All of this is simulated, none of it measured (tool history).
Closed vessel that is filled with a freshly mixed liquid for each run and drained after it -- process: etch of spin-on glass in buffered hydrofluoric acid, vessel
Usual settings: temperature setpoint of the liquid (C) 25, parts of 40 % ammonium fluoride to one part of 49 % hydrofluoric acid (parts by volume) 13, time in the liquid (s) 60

run,day,temperature setpoint of the liquid (C),parts of 40 % ammonium fluoride to one part of 49 % hydrofluoric acid (parts by volume),time in the liquid (s),wafers since the last listed run,hours since the thermometer was replaced,hours since the hydrofluoric acid flow meter was replaced,hours since the gauge calibration,"read-back film thickness of the spin-on glass reference wafer, read on the same gauge (nm)",thickness taken off the spin-on glass on a monitor wafer (nm)
1,0,27,13,60,0,382.7,600.2,35.5,89.99,184.79
2,1.758,25,13,60,5486,424.9,642.4,77.7,90.01,164.79
3,5.033,25,13,60,10218,503.5,721,156.3,90.03,165.02
4,8.358,25,13,60,10374,583.3,800.8,236.1,90.04,166.92
5,11.533,25,13,60,9906,659.5,877,312.3,90.03,166.22
6,19.867,25,13,60,26001,859.5,1077,512.3,90,167.51
7,23.804,25,13,60,12285,954,1171.5,606.8,90.01,168.52
8,27.429,25,13,60,11310,1041,1258.5,693.8,89.95,165.6
# day 28.962: thermometer replaced
9,31.104,25,13,60,11336,51.4,1346.7,782,90.05,164.11
10,33.504,25,13,60,7488,109,1404.3,839.6,89.99,164.1
# day 43.008: hydrofluoric acid flow meter replaced
11,46.171,25,13,60,39392,413,75.9,1143.6,89.97,166.22
# day 48.354: gauge calibrated
12,50.375,25,13,60,13117,513.9,176.8,48.5,89.97,166.09
13,52.15,25,13,45,5538,556.5,219.4,91.1,89.99,124.82
14,55.346,27,15.5,80,9971,633.2,296.1,167.8,90.01,206
15,58.288,25,13,70,9178,703.8,366.7,238.4,90.02,192.35
16,62.15,23,15,60,12051,796.5,459.4,331.1,89.98,128.73
17,65.612,25,10.5,60,10803,879.6,542.5,414.2,90.03,203.1
18,67.658,25,13,60,6383,928.7,591.6,463.3,89.97,161.94
19,70.362,25,11,35,8437,993.6,656.5,528.2,90.05,114.5
20,73.283,25,8.5,60,9113,1063.7,726.6,598.3,89.97,243.71
21,75.329,23.5,13,60,6383,1112.8,775.7,647.4,89.96,155.24
22,77.7,23.5,18,40,7397,1169.7,832.6,704.3,90.01,74.37
23,80.804,23,17.5,75,9685,1244.2,907.1,778.8,90.07,138.68

Run 24 has not been measured yet. What should we expect?
# day 83.508: thermometer replaced
24,84.638,25,13,60,11830,27.1,999.1,870.8,?,?

read-back film thickness of the spin-on glass reference wafer, read on the same gauge (nm): 90.03
thickness taken off the spin-on glass on a monitor wafer (nm): 165.37
With the hidden condition absent and the run-to-run variation left alone, this run would have shown thickness taken off the spin-on glass on a monitor wafer (nm) 165.37.
